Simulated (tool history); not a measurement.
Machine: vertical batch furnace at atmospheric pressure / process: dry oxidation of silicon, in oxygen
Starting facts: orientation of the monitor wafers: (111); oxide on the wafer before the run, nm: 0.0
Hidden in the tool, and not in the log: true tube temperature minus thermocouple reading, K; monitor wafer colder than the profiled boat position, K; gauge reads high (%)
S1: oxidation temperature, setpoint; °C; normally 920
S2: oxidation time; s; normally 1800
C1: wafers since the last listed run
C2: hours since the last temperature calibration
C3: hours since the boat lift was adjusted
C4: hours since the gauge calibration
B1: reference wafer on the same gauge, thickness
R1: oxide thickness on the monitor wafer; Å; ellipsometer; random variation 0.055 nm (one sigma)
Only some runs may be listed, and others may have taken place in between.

run 1 hour=0 | S1=933 S2=1800 | C1=0 C2=2781.8 C3=2587.3 C4=193 | B1=17.29 | R1=233.7
run 2 hour=9.2 | S1=933 S2=1800 | C1=146 C2=2791 C3=2596.5 C4=202.2 | B1=17.32 | R1=233.2
run 3 hour=60.4 | S1=933 S2=1800 | C1=815 C2=2842.2 C3=2647.7 C4=253.4 | B1=17.31 | R1=235.1
run 4 hour=80.2 | S1=925 S2=1800 | C1=315 C2=2862 C3=2667.5 C4=273.2 | B1=17.3 | R1=217.2
run 5 hour=99.6 | S1=920 S2=2160 | C1=309 C2=2881.4 C3=2686.9 C4=292.6 | B1=17.31 | R1=234.8
run 6 hour=112.6 | S1=932 S2=1800 | C1=207 C2=2894.4 C3=2699.9 C4=305.6 | B1=17.3 | R1=232.3
run 7 hour=130.9 | S1=932 S2=1800 | C1=291 C2=2912.7 C3=2718.2 C4=323.9 | B1=17.31 | R1=231.3
-- hour=158 thermocouples replaced and temperature profile calibrated
run 8 hour=158.5 | S1=920 S2=1800 | C1=57 C2=0.5 C3=2745.8 C4=351.5 | B1=17.3 | R1=207.4
run 9 hour=164.1 | S1=920 S2=2100 | C1=89 C2=6.1 C3=2751.4 C4=357.1 | B1=17.3 | R1=230.8
-- hour=191.5 boat lift adjusted
run 10 hour=192 | S1=920 S2=1800 | C1=62 C2=34 C3=0.5 C4=385 | B1=17.3 | R1=206.8
run 11 hour=198.2 | S1=920 S2=1800 | C1=98 C2=40.2 C3=6.7 C4=391.2 | B1=17.3 | R1=206.6
run 12 hour=218.6 | S1=920 S2=1800 | C1=325 C2=60.6 C3=27.1 C4=411.6 | B1=17.3 | R1=206.6
run 13 hour=229.2 | S1=920 S2=1800 | C1=168 C2=71.2 C3=37.7 C4=422.2 | B1=17.29 | R1=206.5
run 14 hour=250.8 | S1=920 S2=1800 | C1=344 C2=92.8 C3=59.3 C4=443.8 | B1=17.29 | R1=206.7
-- hour=254.3 gauge calibrated
run 15 hour=272.3 | S1=936 S2=1320 | C1=342 C2=114.3 C3=80.8 C4=18 | B1=17.31 | R1=193.7
run 16 hour=283.7 | S1=906 S2=1800 | C1=181 C2=125.7 C3=92.2 C4=29.4 | B1=17.3 | R1=179.5
run 17 hour=296.3 | S1=908 S2=930 | C1=200 C2=138.3 C3=104.8 C4=42 | B1=17.29 | R1=115
run 18 hour=314.4 | S1=920 S2=1800 | C1=288 C2=156.4 C3=122.9 C4=60.1 | B1=17.31 | R1=207.5
run 19 hour=321.8 | S1=939 S2=1500 | C1=117 C2=163.8 C3=130.3 C4=67.5 | B1=17.32 | R1=218.7
run 20 hour=334.1 | S1=901 S2=1140 | C1=195 C2=176.1 C3=142.6 C4=79.8 | B1=17.31 | R1=123.6
run 21 hour=346.2 | S1=934 S2=1140 | C1=192 C2=188.2 C3=154.7 C4=91.9 | B1=17.31 | R1=173
run 22 hour=359.2 | S1=930 S2=2070 | C1=207 C2=201.2 C3=167.7 C4=104.9 | B1=17.31 | R1=251.6
run 23 hour=366.6 | S1=920 S2=1800 | C1=117 C2=208.6 C3=175.1 C4=112.3 | B1=17.3 | R1=207.6
run 24 hour=387.1 | S1=931 S2=1560 | C1=326 C2=229.1 C3=195.6 C4=132.8 | B1=17.28 | R1=208.8
run 25 hour=407.1 | S1=920 S2=1800 | C1=318 C2=249.1 C3=215.6 C4=152.8 | B1=17.3 | R1=207
run 26 hour=415.8 | S1=920 S2=1800 | C1=138 C2=257.8 C3=224.3 C4=161.5 | B1=17.3 | R1=206.7
run 27 hour=423.8 | S1=902 S2=1020 | C1=127 C2=265.8 C3=232.3 C4=169.5 | B1=17.3 | R1=115.7
run 28 hour=431.8 | S1=902 S2=2280 | C1=127 C2=273.8 C3=240.3 C4=177.5 | B1=17.29 | R1=203.2
run 29 hour=451.2 | S1=920 S2=1800 | C1=309 C2=293.2 C3=259.7 C4=196.9 | B1=17.29 | R1=207.2

Run-by-run hidden state of the tool:
true tube temperature minus thermocouple reading, K: 0 on each run
monitor wafer colder than the profiled boat position, K: 0 on each run
gauge reads high (%): 0 on each run

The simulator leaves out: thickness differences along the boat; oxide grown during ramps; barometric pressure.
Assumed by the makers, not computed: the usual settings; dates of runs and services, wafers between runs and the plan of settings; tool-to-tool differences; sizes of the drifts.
